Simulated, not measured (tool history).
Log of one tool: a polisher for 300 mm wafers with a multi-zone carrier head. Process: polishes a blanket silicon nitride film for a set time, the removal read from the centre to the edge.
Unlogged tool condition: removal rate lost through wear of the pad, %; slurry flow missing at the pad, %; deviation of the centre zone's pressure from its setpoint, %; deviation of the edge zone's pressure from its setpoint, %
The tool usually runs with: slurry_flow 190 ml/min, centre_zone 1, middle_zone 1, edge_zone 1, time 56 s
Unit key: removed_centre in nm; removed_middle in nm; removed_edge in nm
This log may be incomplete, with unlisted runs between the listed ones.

run   hour  slurry_flow  centre_zone  middle_zone  edge_zone  time  wafers since the last listed run  wafers polished on this pad  hours since the slurry nozzle was cleaned  hours since the centre zone pressure was calibrated  hours since the edge zone pressure was calibrated  hours since the carrier head's membrane was replaced  incoming thickness of the incoming film, nm  removed_centre  removed_middle  removed_edge
  1      0          190            1            1          1    44                                 0                          260                                      724.6                                                124.4                                               66.4                                                    30                                        863.3           114.5           105.8         111.1
  2     30          135            1         0.96          1    56                               260                          520                                      754.6                                                154.4                                               96.4                                                    60                                        857.8           133.7           121.5         135.7
  3   55.2          190            1            1          1    42                               218                          738                                      779.8                                                179.6                                              121.6                                                  85.2                                        845.6           107.9           102.4         107.1
  4     74          210            1            1       1.09    63                               162                          901                                      798.6                                                198.4                                              140.4                                                   104                                        846.3           162.1           154.8         171.5
  5   94.4          190            1            1          1    56                               176                         1078                                        819                                                218.8                                              160.8                                                 124.4                                        837.4           144.5           137.4         141.5
  6  115.3          190            1         0.97          1    56                               181                         1259                                      839.9                                                239.7                                              181.7                                                 145.3                                        843.1           143.7           132.6         143.5
     133.5  -- slurry nozzle cleaned
  7  137.9          190         1.04            1          1    48                               187                         1447                                        4.4                                                262.3                                              204.3                                                 167.9                                          847           127.4             117         121.9
  8  163.6          130         0.93            1       0.93    56                               222                         1669                                       30.1                                                  288                                                230                                                 193.6                                        839.7           120.3           123.5         130.3
     179.5  -- worn pad replaced by a new one
  9  193.2          190            1            1          1    56                               221                          118                                       59.7                                                317.6                                              259.6                                                 223.2                                        838.8           140.4           136.3         142.7
 10  207.9          190            1            1          1    56                               127                          245                                       74.4                                                332.3                                              274.3                                                 237.9                                        834.9           139.7           134.8         144.2
 11  238.9          190            1         0.93       1.05    48                               268                          514                                      105.4                                                363.3                                              305.3                                                 268.9                                        858.4           116.7           108.4         126.9
 12  257.4          190            1            1          1    56                               160                          674                                      123.9                                                381.8                                              323.8                                                 287.4                                        845.4           136.3           136.8         143.4
 13  289.6          190         0.88         1.05          1    63                               279                          953                                      156.1                                                  414                                                356                                                 319.6                                        843.9           133.8           156.5         160.3
     317.3  -- edge zone pressure recalibrated
 14  324.7          190         1.06            1          1    56                               286                         1240                                      191.2                                                449.1                                                7.4                                                 354.7                                        857.1             140           136.1         142.7
 15  353.5          220            1            1          1    70                               249                         1490                                        220                                                477.9                                               36.2                                                 383.5                                        859.7           170.2             175         181.7
 16  367.4          190            1            1          1    56                               120                         1610                                      233.9                                                491.8                                               50.1                                                 397.4                                        868.2           131.1             135         143.5
     375.2  -- centre zone pressure recalibrated
 17    383          190            1            1       1.11    40                               117                         1728                                      249.5                                                  7.8                                               65.7                                                   413                                        857.8           102.3            97.1         108.2
 18  395.8          190            1            1          1    56                               110                         1839                                      262.3                                                 20.6                                               78.5                                                 425.8                                        863.4           142.8           137.6         144.8
 19    408          190            1            1          1    56                               105                         1945                                      274.5                                                 32.8                                               90.7                                                   438                                        865.2           146.1           135.9         142.6
     424.8  -- worn pad replaced by a new one
 20  428.8          190            1            1       0.93    56                               145                           34                                      295.3                                                 53.6                                              111.5                                                 458.8                                        851.7             143           134.8         139.4
 21  458.8          190            1            1          1    43                               260                          294                                      325.3                                                 83.6                                              141.5                                                 488.8                                        847.7           110.1           106.1         108.9

Forecast each of these 5 alternatives for the next run:
  A  459.2          215            1            1          1    56                                 3                          297                                      325.7                                                   84                                              141.9                                                 489.2                                        853.5               ?               ?             ?
  B  459.2          190         0.92         1.05       1.07    56                                 3                          297                                      325.7                                                   84                                              141.9                                                 489.2                                        853.5               ?               ?             ?
  C  459.2          225            1         0.92          1    56                                 3                          297                                      325.7                                                   84                                              141.9                                                 489.2                                        853.5               ?               ?             ?
  D  459.2          175            1         0.94          1    56                                 3                          297                                      325.7                                                   84                                              141.9                                                 489.2                                        853.5               ?               ?             ?
  E  459.2          190          0.9            1       0.94    56                                 3                          297                                      325.7                                                   84                                              141.9                                                 489.2                                        853.5               ?               ?             ?

run  removed_centre  removed_middle  removed_edge
  A           146.1           139.4         144.8
  B           131.5           142.6         146.9
  C             147           130.8         145.7
  D           140.6             128         141.4
  E           128.6           136.8         139.2
The same runs, with their run-to-run variation unchanged, on a tool lacking any hidden condition would have given:
run  removed_centre  removed_middle  removed_edge
  A           146.9           139.4         144.8
  B           132.3           142.6         146.9
  C           147.9           130.8         145.7
  D           141.5             128         141.4
  E           129.3           136.8         139.2
